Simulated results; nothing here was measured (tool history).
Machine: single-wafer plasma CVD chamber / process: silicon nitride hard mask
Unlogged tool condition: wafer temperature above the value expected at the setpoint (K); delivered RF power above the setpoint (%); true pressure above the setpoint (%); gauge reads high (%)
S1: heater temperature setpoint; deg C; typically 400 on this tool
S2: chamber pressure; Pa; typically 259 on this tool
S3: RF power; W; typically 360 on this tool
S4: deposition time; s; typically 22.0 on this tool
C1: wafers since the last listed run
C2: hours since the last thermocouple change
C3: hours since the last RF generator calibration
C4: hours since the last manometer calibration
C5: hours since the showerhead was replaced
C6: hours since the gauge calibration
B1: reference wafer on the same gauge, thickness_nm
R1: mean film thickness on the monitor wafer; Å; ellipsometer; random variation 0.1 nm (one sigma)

Run 1, day 0.000: usual settings but S2 307 Pa; C1 0; C2 1873.7; C3 918.8; C4 2025.3; C5 4623.5; C6 1528.0; B1 27.568. Result: R1 298.90 Å.
Run 2, day 2.675: usual settings but S2 307 Pa; C1 2590; C2 1937.9; C3 983.0; C4 2089.5; C5 4687.7; C6 1592.2; B1 27.594. Result: R1 297.96 Å.
Run 3, day 4.504: usual settings; C1 1771; C2 1981.8; C3 1026.9; C4 2133.4; C5 4731.6; C6 1636.1; B1 27.602. Result: R1 294.14 Å.
Run 4, day 7.896: usual settings; C1 3285; C2 2063.2; C3 1108.3; C4 2214.8; C5 4813.0; C6 1717.5; B1 27.580. Result: R1 291.76 Å.
Run 5, day 10.879: usual settings; C1 2889; C2 2134.8; C3 1179.9; C4 2286.4; C5 4884.6; C6 1789.1; B1 27.595. Result: R1 291.54 Å.
Run 6, day 15.046: usual settings; C1 4035; C2 2234.8; C3 1279.9; C4 2386.4; C5 4984.6; C6 1889.1; B1 27.623. Result: R1 290.81 Å.
Run 7, day 19.479: usual settings; C1 4293; C2 2341.2; C3 1386.3; C4 2492.8; C5 5091.0; C6 1995.5; B1 27.616. Result: R1 290.80 Å.
At day 19.825: showerhead replaced.
Run 8, day 22.096: usual settings; C1 2211; C2 2404.0; C3 1449.1; C4 2555.6; C5 54.5; C6 2058.3; B1 27.602. Result: R1 292.50 Å.
At day 30.871: capacitance manometer re-zeroed and calibrated.
Run 9, day 31.117: usual settings; C1 8414; C2 2620.5; C3 1665.6; C4 5.9; C5 271.0; C6 2274.8; B1 27.630. Result: R1 291.14 Å.
Run 10, day 32.650: usual settings but S2 216 Pa; C1 1485; C2 2657.3; C3 1702.4; C4 42.7; C5 307.8; C6 2311.6; B1 27.620. Result: R1 284.53 Å.
Run 11, day 34.329: usual settings but S2 216 Pa; C1 1626; C2 2697.6; C3 1742.7; C4 83.0; C5 348.1; C6 2351.9; B1 27.669. Result: R1 282.95 Å.
Run 12, day 35.862: usual settings but S1 405 deg C, S3 420 W; C1 1485; C2 2734.4; C3 1779.5; C4 119.8; C5 384.9; C6 2388.7; B1 27.638. Result: R1 318.30 Å.
Run 13, day 38.112: usual settings; C1 2179; C2 2788.4; C3 1833.5; C4 173.8; C5 438.9; C6 2442.7; B1 27.593. Result: R1 293.46 Å.
At day 39.383: thermocouple changed; heater temperature recalibrated.
Run 14, day 39.638: usual settings; C1 1154; C2 6.1; C3 1870.1; C4 210.4; C5 475.5; C6 2479.3; B1 27.652. Result: R1 291.95 Å.
Run 15, day 41.850: usual settings but S1 411 deg C, S2 203 Pa, S3 310 W, S4 23.3 s; C1 2142; C2 59.2; C3 1923.2; C4 263.5; C5 528.6; C6 2532.4; B1 27.641. Result: R1 272.36 Å.
Run 16, day 44.333: usual settings; C1 2405; C2 118.8; C3 1982.8; C4 323.1; C5 588.2; C6 2592.0; B1 27.629. Result: R1 290.11 Å.
At day 47.379: gauge calibrated.
Run 17, day 48.725: usual settings but S1 388 deg C, S2 323 Pa, S3 295 W, S4 25.4 s; C1 4253; C2 224.2; C3 2088.2; C4 428.5; C5 693.6; C6 32.3; B1 27.175. Result: R1 302.86 Å.
At day 50.571: RF generator calibrated.
Run 18, day 51.350: usual settings but S1 394 deg C, S3 290 W, S4 24.7 s; C1 2219; C2 287.2; C3 18.7; C4 491.5; C5 756.6; C6 95.3; B1 27.236. Result: R1 281.38 Å.
Run 19, day 55.233: usual settings; C1 3761; C2 380.4; C3 111.9; C4 584.7; C5 849.8; C6 188.5; B1 27.281. Result: R1 286.54 Å.
Run 20, day 57.867: usual settings but S2 295 Pa; C1 2550; C2 443.6; C3 175.1; C4 647.9; C5 913.0; C6 251.7; B1 27.323. Result: R1 293.43 Å.
Run 21, day 60.908: usual settings; C1 2946; C2 516.6; C3 248.1; C4 720.9; C5 986.0; C6 324.7; B1 27.367. Result: R1 289.28 Å.
Run 22, day 63.542: usual settings but S1 411 deg C, S2 229 Pa; C1 2550; C2 579.8; C3 311.3; C4 784.1; C5 1049.2; C6 387.9; B1 27.360. Result: R1 283.98 Å.
Run 23, day 66.825: usual settings but S2 317 Pa, S3 320 W; C1 3180; C2 658.6; C3 390.1; C4 862.9; C5 1128.0; C6 466.7; B1 27.393. Result: R1 276.93 Å.
Run 24, day 68.900: usual settings but S1 406 deg C, S2 229 Pa, S3 300 W, S4 25.9 s; C1 2009; C2 708.4; C3 439.9; C4 912.7; C5 1177.8; C6 516.5; B1 27.399. Result: R1 297.67 Å.
Run 25, day 71.638: usual settings; C1 2651; C2 774.1; C3 505.6; C4 978.4; C5 1243.5; C6 582.2; B1 27.422. Result: R1 289.79 Å.
Run 26, day 73.221: usual settings but S2 288 Pa, S3 295 W; C1 1533; C2 812.1; C3 543.6; C4 1016.4; C5 1281.5; C6 620.2; B1 27.428. Result: R1 259.10 Å.
Run 27, day 77.625: usual settings but S1 411 deg C, S2 229 Pa; C1 4265; C2 917.8; C3 649.3; C4 1122.1; C5 1387.2; C6 725.9; B1 27.447. Result: R1 284.19 Å.
Run 28, day 80.088: usual settings but S1 387 deg C, S4 23.5 s; C1 2385; C2 976.9; C3 708.4; C4 1181.2; C5 1446.3; C6 785.0; B1 27.489. Result: R1 310.89 Å.
Run 29, day 82.279: usual settings but S1 413 deg C; C1 2122; C2 1029.5; C3 761.0; C4 1233.8; C5 1498.9; C6 837.6; B1 27.497. Result: R1 288.81 Å.

Difference, measured minus no-hidden-state, one row per run. Run-to-run variation is common to both terms; the gauge's own scatter need not be:
run     R1
  1  +4.19
  2  +4.24
  3  +4.22
  4  +4.24
  5  +4.29
  6  +4.34
  7  +4.39
  8  +4.44
  9  +4.51
 10  +4.42
 11  +4.41
 12  +4.97
 13  +4.60
 14  +4.59
 15  +4.30
 16  +4.59
 17  -0.08
 18  +0.28
 19  +0.77
 20  +1.10
 21  +1.40
 22  +1.62
 23  +1.86
 24  +2.17
 25  +2.31
 26  +2.17
 27  +2.65
 28  +3.06
 29  +2.95
